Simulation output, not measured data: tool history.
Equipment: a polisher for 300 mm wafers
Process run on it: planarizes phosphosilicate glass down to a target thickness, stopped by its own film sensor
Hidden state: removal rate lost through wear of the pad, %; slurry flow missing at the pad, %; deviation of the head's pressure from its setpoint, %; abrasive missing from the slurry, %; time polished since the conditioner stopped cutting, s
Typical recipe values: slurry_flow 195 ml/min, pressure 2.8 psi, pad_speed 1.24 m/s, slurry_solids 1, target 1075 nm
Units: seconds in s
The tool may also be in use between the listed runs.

run	hour	slurry_flow	pressure	pad_speed	slurry_solids	target	wafers since the last listed run	wafers polished on this pad	hours since the slurry nozzle was cleaned	hours since the head pressure was calibrated	hours since the slurry blender was calibrated	hours since the conditioning disc was replaced	incoming thickness of the incoming film, nm	seconds
1	0	195	2.8	1.24	1	1172	0	1485	500.9	131	30.5	327.2	1887.4	77.4
# hour 6.5: conditioning disc replaced and pad reconditioned
2	31.5	195	2.8	1.24	1	1172	278	1763	532.4	162.5	62	25	1926.7	82.5
# hour 42.1: worn pad replaced by a new one
3	52	195	2	1.24	1	1075	155	93	552.9	183	82.5	45.5	1893.1	121.8
# hour 61.5: head pressure recalibrated, repeated, since the last time left the tool worse
4	79	195	2.8	1.24	1	1075	235	329	579.9	17.5	109.5	72.5	1916.8	78.9
5	94.5	195	2.8	1.24	1	1075	146	475	595.4	33	125	88	1862.1	75.4
6	127.5	195	3.4	1.24	1	1075	311	786	628.4	66	158	121	1921.3	66.2
7	161.2	130	3.7	1.12	1	932	317	1104	662.1	99.7	191.7	154.7	1898.5	80.2
8	192.8	230	2.5	1.24	1.3	907	298	1402	693.7	131.3	223.3	186.3	1873.6	85.5
9	207.3	235	2.8	1.24	0.8	935	136	1539	708.2	145.8	237.8	200.8	1863.2	92.9
# hour 223.7: slurry nozzle cleaned
10	232	250	2.8	1.42	1	1207	223	1762	8.3	170.5	262.5	225.5	1854.1	52.7
# hour 240: worn pad replaced by a new one
11	249.6	195	3.2	1.24	1	1075	128	90	25.9	188.1	280.1	243.1	1925.2	68.5
12	266.5	165	2.1	1.24	0.75	1075	159	249	42.8	205	297	260	1920.3	126.4
13	282.4	195	2.8	1.24	1	869	149	399	58.7	220.9	312.9	275.9	1881.5	89.6
14	295.6	195	2.8	1.24	1	1075	124	524	71.9	234.1	326.1	289.1	1914.4	72.4
15	329.6	195	2.8	1.24	1.25	1075	320	844	105.9	268.1	360.1	323.1	1865.8	63.9
16	349.7	195	2.8	1.24	1.1	1075	189	1034	126	288.2	380.2	343.2	1885.4	67.7
# hour 366.9: conditioning disc replaced and pad reconditioned
17	389.2	235	2.8	1.24	0.8	935	353	1388	165.5	327.7	419.7	22.3	1861.4	93
18	424.5	230	2.8	1.24	1	1075	332	1721	200.8	363	455	57.6	1903.8	71.5
# hour 437.9: worn pad replaced by a new one
# hour 468: slurry blender recalibrated
19	517.5	215	2.8	1.06	1	983	820	731	293.8	456	49.5	150.6	1904.9	89.7
20	534.3	265	2.8	1.38	1.1	1274	158	890	310.6	472.8	66.3	167.4	1897.1	48.7
21	552.2	195	3.8	1.1	1	1220	168	1059	328.5	490.7	84.2	185.3	1917.7	49.8
22	569.6	195	2.8	1.24	1	1075	164	1223	345.9	508.1	101.6	202.7	1872.5	70.4
23	584	195	2.8	1.24	1.2	934	135	1358	360.3	522.5	116	217.1	1876.1	75
24	614.4	195	2	1.5	1	1179	286	1645	390.7	552.9	146.4	247.5	1872.5	77.5

Below are 5 alternative next runs, each starting from the tool's condition after run 24. Predict each:
A	614.8	195	2.8	1.24	1	1075	3	1649	391.1	553.3	146.8	247.9	1867.2	?
B	614.8	195	2.3	1.24	1	1075	3	1649	391.1	553.3	146.8	247.9	1867.2	?
C	614.8	255	2.8	1.24	0.75	1075	3	1649	391.1	553.3	146.8	247.9	1867.2	?
D	614.8	130	1.8	0.88	1	1151	3	1649	391.1	553.3	146.8	247.9	1867.2	?
E	614.8	150	2.2	1.24	1	1075	3	1649	391.1	553.3	146.8	247.9	1867.2	?

run	seconds
A	68.5
B	83.4
C	79.6
D	128.6
E	91.2
The same runs, with their run-to-run variation unchanged, on a tool lacking any hidden condition would have given:
run	seconds
A	73.5
B	89.4
C	85.4
D	137.9
E	97.8
